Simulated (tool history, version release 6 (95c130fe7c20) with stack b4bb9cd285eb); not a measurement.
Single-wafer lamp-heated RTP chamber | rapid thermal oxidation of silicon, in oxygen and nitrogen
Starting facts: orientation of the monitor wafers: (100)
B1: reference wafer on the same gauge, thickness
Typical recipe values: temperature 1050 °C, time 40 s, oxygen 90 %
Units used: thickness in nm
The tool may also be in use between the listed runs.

Run 1, hour 0.0: usual settings but time 53 s; B1 6.710. Result: thickness 8.249 nm.
Run 2, hour 27.6: usual settings; B1 6.714. Result: thickness 7.283 nm.
Run 3, hour 75.1: usual settings; B1 6.708. Result: thickness 7.329 nm.
Run 4, hour 100.0: usual settings; B1 6.713. Result: thickness 7.311 nm.
Run 5, hour 123.4: usual settings; B1 6.711. Result: thickness 7.316 nm.
Run 6, hour 145.2: usual settings; B1 6.708. Result: thickness 7.337 nm.
Run 7, hour 166.4: usual settings; B1 6.710. Result: thickness 7.341 nm.
Run 8, hour 197.8: usual settings but time 55 s; B1 6.715. Result: thickness 8.424 nm.
Run 9, hour 225.2: usual settings; B1 6.709. Result: thickness 7.351 nm.
Run 10, hour 251.0: usual settings; B1 6.706. Result: thickness 7.336 nm.
Run 11, hour 286.8: usual settings; B1 6.712. Result: thickness 7.371 nm.
Run 12, hour 305.4: usual settings; B1 6.706. Result: thickness 7.385 nm.
Run 13, hour 321.9: usual settings; B1 6.704. Result: thickness 7.365 nm.
Run 14, hour 349.7: usual settings; B1 6.712. Result: thickness 7.365 nm.
Run 15, hour 369.0: usual settings; B1 6.711. Result: thickness 7.399 nm.
Run 16, hour 398.6: usual settings; B1 6.708. Result: thickness 7.385 nm.
Run 17, hour 428.5: usual settings; B1 6.711. Result: thickness 7.406 nm.
Run 18, hour 460.7: usual settings but temperature 1042 °C, time 29 s, oxygen 98 %; B1 6.711. Result: thickness 6.302 nm.
Run 19, hour 492.8: usual settings but temperature 1079 °C, time 31 s; B1 6.706. Result: thickness 8.068 nm.
Run 20, hour 507.7: usual settings but time 29 s, oxygen 70 %; B1 6.712. Result: thickness 5.930 nm.
Run 21, hour 527.7: usual settings; B1 6.706. Result: thickness 7.458 nm.
Run 22, hour 542.4: usual settings; B1 6.711. Result: thickness 7.278 nm.
Run 23, hour 572.4: usual settings but temperature 1058 °C, time 58 s, oxygen 98 %; B1 6.703. Result: thickness 9.316 nm.
Run 24, hour 602.9: usual settings but oxygen 78 %; B1 6.709. Result: thickness 6.957 nm.
Run 25, hour 622.4: usual settings; B1 6.714. Result: thickness 7.292 nm.
Run 26, hour 637.9: usual settings; B1 6.701. Result: thickness 7.291 nm.
Run 27, hour 672.1: usual settings but temperature 1058 °C, time 58 s, oxygen 98 %; B1 6.706. Result: thickness 9.382 nm.
Run 28, hour 701.3: usual settings but temperature 1032 °C, oxygen 98 %; B1 6.710. Result: thickness 6.658 nm.
Run 29, hour 716.0: usual settings but oxygen 63 %; B1 6.712. Result: thickness 6.460 nm.
Run 30, hour 750.8: usual settings but oxygen 78 %; B1 6.708. Result: thickness 6.961 nm.
Run 31, hour 770.7: usual settings; B1 6.715. Result: thickness 7.355 nm.
Run 32, hour 877.9: usual settings but temperature 1078 °C; B1 6.709. Result: thickness 8.853 nm.
Run 33, hour 908.9: usual settings; B1 6.717. Result: thickness 7.376 nm.
Run 34, hour 940.1: usual settings but time 22 s; B1 6.707. Result: thickness 5.732 nm.
Run 35, hour 971.0: usual settings but oxygen 64 %; B1 6.709. Result: thickness 6.574 nm.
Run 36, hour 993.1: usual settings but temperature 1030 °C, time 26 s; B1 6.710. Result: thickness 5.353 nm.
Run 37, hour 1009.0: usual settings but temperature 1026 °C, time 54 s, oxygen 98 %; B1 6.715. Result: thickness 7.362 nm.
Run 38, hour 1033.5: usual settings but temperature 1030 °C, time 28 s; B1 6.710. Result: thickness 5.556 nm.
Run 39, hour 1070.2: usual settings but temperature 1022 °C; B1 6.718. Result: thickness 5.960 nm.

Missing from the log above: 4 entries noted between runs. For each, name the pair of listed runs it sits between and say how the tool's hidden condition differs from the listed run just before to the listed run just after:
Between runs 10 and 11: gauge calibrated (hour 251.2)
  true wafer temperature minus pyrometer reading, K: 1.87 -> 2.08
  what was measured, less what the result would be without the hidden state, thickness: +0.093 -> +0.104 nm
Between runs 15 and 16: oxygen flow controller replaced (hour 377.3)
  true wafer temperature minus pyrometer reading, K: 2.55 -> 2.73
  what was measured, less what the result would be without the hidden state, thickness: +0.128 -> +0.135 nm
Between runs 21 and 22: pyrometer window cleaned and pyrometer calibrated (hour 536.6)
  true wafer temperature minus pyrometer reading, K: 3.47 -> 0.0816
  what was measured, less what the result would be without the hidden state, thickness: +0.175 -> +0.004 nm
Between runs 38 and 39: pyrometer window cleaned and pyrometer calibrated (hour 1069.7)
  true wafer temperature minus pyrometer reading, K: 2.92 -> 0.148
  what was measured, less what the result would be without the hidden state, thickness: +0.111 -> +0.007 nm
